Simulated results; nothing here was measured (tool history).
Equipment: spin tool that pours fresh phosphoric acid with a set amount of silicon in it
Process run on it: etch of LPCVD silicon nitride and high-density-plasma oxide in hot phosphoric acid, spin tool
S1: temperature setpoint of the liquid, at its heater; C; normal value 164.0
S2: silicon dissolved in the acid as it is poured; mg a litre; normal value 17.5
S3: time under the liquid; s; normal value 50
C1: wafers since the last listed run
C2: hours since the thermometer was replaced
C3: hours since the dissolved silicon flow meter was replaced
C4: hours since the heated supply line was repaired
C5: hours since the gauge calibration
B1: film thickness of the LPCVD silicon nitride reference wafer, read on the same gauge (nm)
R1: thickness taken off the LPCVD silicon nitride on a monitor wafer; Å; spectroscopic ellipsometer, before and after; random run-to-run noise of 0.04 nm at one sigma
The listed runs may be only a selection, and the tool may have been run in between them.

run 1 day=0.000 | S1=162.5 S2=17.5 S3=65 | C1=0 C2=607.7 C3=708.0 C4=171.1 C5=2107.0 | B1=57.75 | R1=66.3
run 2 day=2.229 | S1=164.0 S2=17.5 S3=50 | C1=642 C2=661.2 C3=761.5 C4=224.6 C5=2160.5 | B1=57.66 | R1=53.7
run 3 day=5.133 | S1=164.0 S2=17.5 S3=50 | C1=837 C2=730.9 C3=831.2 C4=294.3 C5=2230.2 | B1=57.57 | R1=53.3
run 4 day=9.162 | S1=166.5 S2=28.5 S3=25 | C1=1161 C2=827.6 C3=927.9 C4=391.0 C5=2326.9 | B1=57.37 | R1=29.0
-- day=11.225 gauge calibrated
run 5 day=12.467 | S1=161.5 S2=8.5 S3=60 | C1=952 C2=906.9 C3=1007.2 C4=470.3 C5=29.8 | B1=59.72 | R1=60.9
run 6 day=15.462 | S1=164.0 S2=17.5 S3=75 | C1=863 C2=978.8 C3=1079.1 C4=542.2 C5=101.7 | B1=59.69 | R1=81.7
run 7 day=17.954 | S1=164.0 S2=17.5 S3=50 | C1=718 C2=1038.6 C3=1138.9 C4=602.0 C5=161.5 | B1=59.70 | R1=55.8
run 8 day=19.483 | S1=162.0 S2=29.5 S3=25 | C1=441 C2=1075.3 C3=1175.6 C4=638.7 C5=198.2 | B1=59.67 | R1=25.8
run 9 day=21.250 | S1=164.0 S2=17.5 S3=50 | C1=509 C2=1117.7 C3=1218.0 C4=681.1 C5=240.6 | B1=59.66 | R1=56.0
run 10 day=23.221 | S1=166.5 S2=17.5 S3=50 | C1=568 C2=1165.0 C3=1265.3 C4=728.4 C5=287.9 | B1=59.66 | R1=59.8
run 11 day=25.450 | S1=164.0 S2=17.5 S3=75 | C1=642 C2=1218.5 C3=1318.8 C4=781.9 C5=341.4 | B1=59.63 | R1=82.3
run 12 day=28.933 | S1=164.0 S2=17.5 S3=50 | C1=1004 C2=1302.1 C3=1402.4 C4=865.5 C5=425.0 | B1=59.64 | R1=55.4
run 13 day=31.462 | S1=165.0 S2=31.0 S3=70 | C1=729 C2=1362.8 C3=1463.1 C4=926.2 C5=485.7 | B1=59.58 | R1=79.5
-- day=32.542 dissolved silicon flow meter replaced
run 14 day=33.704 | S1=165.5 S2=11.5 S3=75 | C1=634 C2=1416.6 C3=27.9 C4=980.0 C5=539.5 | B1=59.58 | R1=87.3
run 15 day=35.321 | S1=166.5 S2=17.5 S3=80 | C1=466 C2=1455.4 C3=66.7 C4=1018.8 C5=578.3 | B1=59.56 | R1=97.4
run 16 day=37.483 | S1=161.5 S2=26.5 S3=65 | C1=623 C2=1507.3 C3=118.6 C4=1070.7 C5=630.2 | B1=59.51 | R1=65.4
run 17 day=41.175 | S1=164.0 S2=17.5 S3=50 | C1=1064 C2=1595.9 C3=207.2 C4=1159.3 C5=718.8 | B1=59.49 | R1=55.7
run 18 day=45.638 | S1=164.0 S2=17.5 S3=50 | C1=1286 C2=1703.0 C3=314.3 C4=1266.4 C5=825.9 | B1=59.44 | R1=55.7
run 19 day=49.104 | S1=165.0 S2=13.0 S3=75 | C1=999 C2=1786.2 C3=397.5 C4=1349.6 C5=909.1 | B1=59.38 | R1=85.9
run 20 day=51.738 | S1=164.0 S2=22.5 S3=30 | C1=759 C2=1849.4 C3=460.7 C4=1412.8 C5=972.3 | B1=59.30 | R1=33.0

Describe how what the log doesn't record of the tool's condition differs between the last listed run preceding each entry between runs and the first listed run following it.
In the gap between runs 4 and 5: gauge calibrated (day 11.225)
  gauge reads high (%): -4.36 -> -0.507
  difference, measured minus the result without the unlogged condition, R1: -1.3 -> -0.3 Å
In the gap between runs 13 and 14: dissolved silicon flow meter replaced (day 32.542)
  gauge reads high (%): -0.664 -> -0.701
  difference, measured minus the result without the unlogged condition, R1: -0.6 -> -0.7 Å

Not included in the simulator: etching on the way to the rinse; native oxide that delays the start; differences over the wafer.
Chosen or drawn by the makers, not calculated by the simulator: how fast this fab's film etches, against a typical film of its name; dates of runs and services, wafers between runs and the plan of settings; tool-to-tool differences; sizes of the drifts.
